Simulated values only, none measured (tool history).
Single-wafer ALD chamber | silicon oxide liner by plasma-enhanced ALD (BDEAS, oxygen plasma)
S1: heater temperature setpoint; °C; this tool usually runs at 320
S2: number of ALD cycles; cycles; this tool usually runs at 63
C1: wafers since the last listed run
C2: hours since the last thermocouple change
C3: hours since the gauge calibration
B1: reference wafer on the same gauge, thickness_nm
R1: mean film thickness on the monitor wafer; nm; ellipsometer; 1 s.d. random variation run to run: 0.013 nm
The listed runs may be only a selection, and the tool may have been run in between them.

{"run": 1, "hour": 0.0, "S1": 320, "S2": 63, "C1": 0, "C2": 257.9, "C3": 466.7, "B1": 5.222, "R1": 5.045}
{"run": 2, "hour": 29.8, "S1": 320, "S2": 63, "C1": 201, "C2": 287.7, "C3": 496.5, "B1": 5.221, "R1": 5.047}
{"run": 3, "hour": 224.9, "S1": 320, "S2": 63, "C1": 1320, "C2": 482.8, "C3": 691.6, "B1": 5.217, "R1": 5.078}
{"run": 4, "hour": 295.3, "S1": 320, "S2": 63, "C1": 476, "C2": 553.2, "C3": 762, "B1": 5.219, "R1": 5.042}
{"run": 5, "hour": 337.7, "S1": 320, "S2": 63, "C1": 287, "C2": 595.6, "C3": 804.4, "B1": 5.219, "R1": 5.05}
{"run": 6, "hour": 406.0, "S1": 320, "S2": 63, "C1": 462, "C2": 663.9, "C3": 872.7, "B1": 5.219, "R1": 5.048}
{"run": 7, "hour": 444.3, "S1": 325, "S2": 55, "C1": 259, "C2": 702.2, "C3": 911, "B1": 5.223, "R1": 4.385}
{"run": 8, "hour": 477.6, "S1": 320, "S2": 73, "C1": 225, "C2": 735.5, "C3": 944.3, "B1": 5.22, "R1": 5.862}
{"run": 9, "hour": 541.9, "S1": 320, "S2": 73, "C1": 435, "C2": 799.8, "C3": 1008.6, "B1": 5.22, "R1": 5.861}
{"run": 10, "hour": 595.2, "S1": 320, "S2": 63, "C1": 360, "C2": 853.1, "C3": 1061.9, "B1": 5.219, "R1": 5.058}
{"run": 11, "hour": 625.9, "S1": 327, "S2": 63, "C1": 207, "C2": 883.8, "C3": 1092.6, "B1": 5.221, "R1": 5.009}
{"run": 12, "hour": 696.7, "S1": 320, "S2": 55, "C1": 479, "C2": 954.6, "C3": 1163.4, "B1": 5.218, "R1": 4.419}
{"run": 13, "hour": 732.0, "S1": 320, "S2": 55, "C1": 238, "C2": 989.9, "C3": 1198.7, "B1": 5.219, "R1": 4.433}
{"run": 14, "hour": 765.0, "S1": 320, "S2": 63, "C1": 223, "C2": 1022.9, "C3": 1231.7, "B1": 5.219, "R1": 5.074}
{"run": 15, "hour": 831.3, "S1": 320, "S2": 63, "C1": 448, "C2": 1089.2, "C3": 1298, "B1": 5.22, "R1": 5.079}
{"run": 16, "hour": 892.6, "S1": 320, "S2": 63, "C1": 414, "C2": 1150.5, "C3": 1359.3, "B1": 5.218, "R1": 5.078}
{"hour": 906.2, "done": "thermocouple changed; heater temperature recalibrated"}
{"run": 17, "hour": 963.0, "S1": 320, "S2": 63, "C1": 422, "C2": 56.8, "C3": 1429.7, "B1": 5.216, "R1": 5.013}
{"run": 18, "hour": 1014.7, "S1": 320, "S2": 63, "C1": 350, "C2": 108.5, "C3": 1481.4, "B1": 5.216, "R1": 5.036}
{"run": 19, "hour": 1058.3, "S1": 310, "S2": 63, "C1": 295, "C2": 152.1, "C3": 1525, "B1": 5.22, "R1": 5.109}
{"run": 20, "hour": 1109.0, "S1": 308, "S2": 68, "C1": 343, "C2": 202.8, "C3": 1575.7, "B1": 5.219, "R1": 5.556}
{"run": 21, "hour": 1154.7, "S1": 332, "S2": 52, "C1": 309, "C2": 248.5, "C3": 1621.4, "B1": 5.217, "R1": 4.076}
{"run": 22, "hour": 1189.4, "S1": 320, "S2": 53, "C1": 234, "C2": 283.2, "C3": 1656.1, "B1": 5.22, "R1": 4.256}
{"run": 23, "hour": 1220.3, "S1": 313, "S2": 54, "C1": 209, "C2": 314.1, "C3": 1687, "B1": 5.219, "R1": 4.376}
{"run": 24, "hour": 1270.6, "S1": 306, "S2": 54, "C1": 340, "C2": 364.4, "C3": 1737.3, "B1": 5.221, "R1": 4.42}
{"run": 25, "hour": 1321.4, "S1": 307, "S2": 57, "C1": 343, "C2": 415.2, "C3": 1788.1, "B1": 5.218, "R1": 4.687}
{"run": 26, "hour": 1484.2, "S1": 320, "S2": 52, "C1": 1102, "C2": 578, "C3": 1950.9, "B1": 5.218, "R1": 4.189}
{"run": 27, "hour": 1626.3, "S1": 332, "S2": 58, "C1": 962, "C2": 720.1, "C3": 2093, "B1": 5.218, "R1": 4.583}
{"run": 28, "hour": 1661.8, "S1": 332, "S2": 70, "C1": 240, "C2": 755.6, "C3": 2128.5, "B1": 5.218, "R1": 5.518}
{"run": 29, "hour": 1704.4, "S1": 311, "S2": 60, "C1": 288, "C2": 798.2, "C3": 2171.1, "B1": 5.219, "R1": 4.901}
{"hour": 1704.7, "done": "gauge calibrated"}
{"run": 30, "hour": 1772.8, "S1": 320, "S2": 63, "C1": 463, "C2": 866.6, "C3": 68.1, "B1": 5.223, "R1": 5.073}
{"run": 31, "hour": 1832.2, "S1": 320, "S2": 63, "C1": 402, "C2": 926, "C3": 127.5, "B1": 5.219, "R1": 5.074}
{"run": 32, "hour": 1865.7, "S1": 320, "S2": 63, "C1": 226, "C2": 959.5, "C3": 161, "B1": 5.222, "R1": 5.069}
{"run": 33, "hour": 1927.5, "S1": 328, "S2": 63, "C1": 418, "C2": 1021.3, "C3": 222.8, "B1": 5.218, "R1": 5.018}
{"run": 34, "hour": 1988.4, "S1": 326, "S2": 75, "C1": 412, "C2": 1082.2, "C3": 283.7, "B1": 5.219, "R1": 6.003}
{"run": 35, "hour": 2039.5, "S1": 307, "S2": 53, "C1": 345, "C2": 1133.3, "C3": 334.8, "B1": 5.222, "R1": 4.422}
{"hour": 2059.3, "done": "thermocouple changed; heater temperature recalibrated"}
{"run": 36, "hour": 2126.6, "S1": 308, "S2": 72, "C1": 535, "C2": 67.3, "C3": 421.9, "B1": 5.22, "R1": 5.856}
{"run": 37, "hour": 2191.0, "S1": 320, "S2": 63, "C1": 435, "C2": 131.7, "C3": 486.3, "B1": 5.22, "R1": 5.056}
{"run": 38, "hour": 2243.9, "S1": 320, "S2": 63, "C1": 358, "C2": 184.6, "C3": 539.2, "B1": 5.219, "R1": 5.04}
{"run": 39, "hour": 2278.8, "S1": 327, "S2": 51, "C1": 236, "C2": 219.5, "C3": 574.1, "B1": 5.221, "R1": 4.043}

What if the next run were any one of these 3? Each begins from the tool's condition after run 39:
{"run": "A", "hour": 2279.3, "S1": 320, "S2": 63, "C1": 3, "C2": 220, "C3": 574.6, "B1": "?", "R1": "?"}
{"run": "B", "hour": 2279.3, "S1": 331, "S2": 57, "C1": 3, "C2": 220, "C3": 574.6, "B1": "?", "R1": "?"}
{"run": "C", "hour": 2279.3, "S1": 332, "S2": 68, "C1": 3, "C2": 220, "C3": 574.6, "B1": "?", "R1": "?"}

run=A B1=5.223 R1=5.043
run=B B1=5.223 R1=4.481
run=C B1=5.223 R1=5.337
Without the tool's hidden state the same runs would have given:
run=A R1=5.022
run=B R1=4.462
run=C R1=5.314
